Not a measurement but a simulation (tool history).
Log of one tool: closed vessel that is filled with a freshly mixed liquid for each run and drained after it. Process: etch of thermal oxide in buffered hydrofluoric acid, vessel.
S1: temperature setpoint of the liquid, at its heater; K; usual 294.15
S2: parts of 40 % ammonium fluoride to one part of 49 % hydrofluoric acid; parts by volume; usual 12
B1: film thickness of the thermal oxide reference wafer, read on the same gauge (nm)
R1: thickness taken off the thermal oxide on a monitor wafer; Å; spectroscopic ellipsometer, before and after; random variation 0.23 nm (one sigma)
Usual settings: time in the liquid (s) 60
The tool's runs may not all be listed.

{"run": 1, "hour": 0.0, "S1": 294.15, "S2": 14, "time in the liquid (s)": 60, "B1": 89.99, "R1": 417.8}
{"run": 2, "hour": 15.8, "S1": 294.15, "S2": 12, "time in the liquid (s)": 60, "B1": 90.01, "R1": 485.1}
{"run": 3, "hour": 36.7, "S1": 294.15, "S2": 12, "time in the liquid (s)": 60, "B1": 89.97, "R1": 488.7}
{"run": 4, "hour": 69.4, "S1": 297.65, "S2": 12, "time in the liquid (s)": 35, "B1": 90, "R1": 342.8}
{"run": 5, "hour": 97.7, "S1": 297.65, "S2": 12, "time in the liquid (s)": 35, "B1": 89.98, "R1": 343.2}
{"run": 6, "hour": 120.0, "S1": 297.65, "S2": 12, "time in the liquid (s)": 35, "B1": 90.01, "R1": 340.8}
{"run": 7, "hour": 149.7, "S1": 294.15, "S2": 12, "time in the liquid (s)": 60, "B1": 89.97, "R1": 481.6}
{"run": 8, "hour": 174.7, "S1": 294.15, "S2": 12, "time in the liquid (s)": 60, "B1": 90.02, "R1": 478.1}
{"run": 9, "hour": 197.4, "S1": 294.15, "S2": 12, "time in the liquid (s)": 60, "B1": 90, "R1": 480.9}
{"hour": 217.9, "done": "gauge calibrated"}
{"run": 10, "hour": 232.7, "S1": 294.15, "S2": 12, "time in the liquid (s)": 60, "B1": 89.99, "R1": 477.5}
{"hour": 263.7, "done": "thermometer replaced"}
{"run": 11, "hour": 264.4, "S1": 294.15, "S2": 12, "time in the liquid (s)": 60, "B1": 89.99, "R1": 523.9}
{"run": 12, "hour": 295.0, "S1": 294.15, "S2": 12, "time in the liquid (s)": 60, "B1": 90.01, "R1": 520.2}
{"run": 13, "hour": 312.7, "S1": 294.15, "S2": 12, "time in the liquid (s)": 60, "B1": 89.99, "R1": 520.2}
{"run": 14, "hour": 333.5, "S1": 294.15, "S2": 8.5, "time in the liquid (s)": 60, "B1": 90, "R1": 704.1}
{"run": 15, "hour": 352.4, "S1": 294.15, "S2": 12, "time in the liquid (s)": 60, "B1": 89.99, "R1": 515.8}
{"hour": 367.4, "done": "hydrofluoric acid flow meter replaced"}
{"run": 16, "hour": 384.5, "S1": 294.15, "S2": 15, "time in the liquid (s)": 30, "B1": 90.01, "R1": 213.8}
{"run": 17, "hour": 451.1, "S1": 294.15, "S2": 10, "time in the liquid (s)": 45, "B1": 90.01, "R1": 474.2}
{"run": 18, "hour": 472.1, "S1": 294.15, "S2": 12, "time in the liquid (s)": 60, "B1": 90, "R1": 522.5}
{"run": 19, "hour": 485.1, "S1": 292.15, "S2": 12, "time in the liquid (s)": 60, "B1": 90.04, "R1": 468}
{"run": 20, "hour": 507.6, "S1": 297.15, "S2": 14.5, "time in the liquid (s)": 60, "B1": 90.03, "R1": 514.2}
{"run": 21, "hour": 526.3, "S1": 294.15, "S2": 12, "time in the liquid (s)": 60, "B1": 90.01, "R1": 516.2}
{"run": 22, "hour": 556.4, "S1": 292.15, "S2": 8.5, "time in the liquid (s)": 60, "B1": 89.99, "R1": 631.9}
{"run": 23, "hour": 580.8, "S1": 291.15, "S2": 12, "time in the liquid (s)": 90, "B1": 90, "R1": 661.2}
{"run": 24, "hour": 614.2, "S1": 294.15, "S2": 12, "time in the liquid (s)": 60, "B1": 89.99, "R1": 516.5}
{"run": 25, "hour": 645.4, "S1": 290.15, "S2": 10.5, "time in the liquid (s)": 70, "B1": 90, "R1": 551}
{"run": 26, "hour": 658.3, "S1": 294.15, "S2": 12, "time in the liquid (s)": 60, "B1": 90, "R1": 513.2}
{"run": 27, "hour": 687.7, "S1": 290.15, "S2": 12, "time in the liquid (s)": 60, "B1": 89.97, "R1": 410.8}

Forecast each of these 4 alternatives for the next run:
{"run": "A", "hour": 688.4, "S1": 294.15, "S2": 12, "time in the liquid (s)": 60, "B1": "?", "R1": "?"}
{"run": "B", "hour": 688.4, "S1": 292.65, "S2": 13.5, "time in the liquid (s)": 40, "B1": "?", "R1": "?"}
{"run": "C", "hour": 688.4, "S1": 298.15, "S2": 8, "time in the liquid (s)": 60, "B1": "?", "R1": "?"}
{"run": "D", "hour": 688.4, "S1": 290.65, "S2": 10, "time in the liquid (s)": 90, "B1": "?", "R1": "?"}

run=A B1=89.97 R1=514.6
run=B B1=89.97 R1=281
run=C B1=89.97 R1=928.5
run=D B1=89.97 R1=757
Without the tool's hidden state the same runs would have given:
run=A R1=530.1
run=B R1=289.6
run=C R1=957.7
run=D R1=780.2

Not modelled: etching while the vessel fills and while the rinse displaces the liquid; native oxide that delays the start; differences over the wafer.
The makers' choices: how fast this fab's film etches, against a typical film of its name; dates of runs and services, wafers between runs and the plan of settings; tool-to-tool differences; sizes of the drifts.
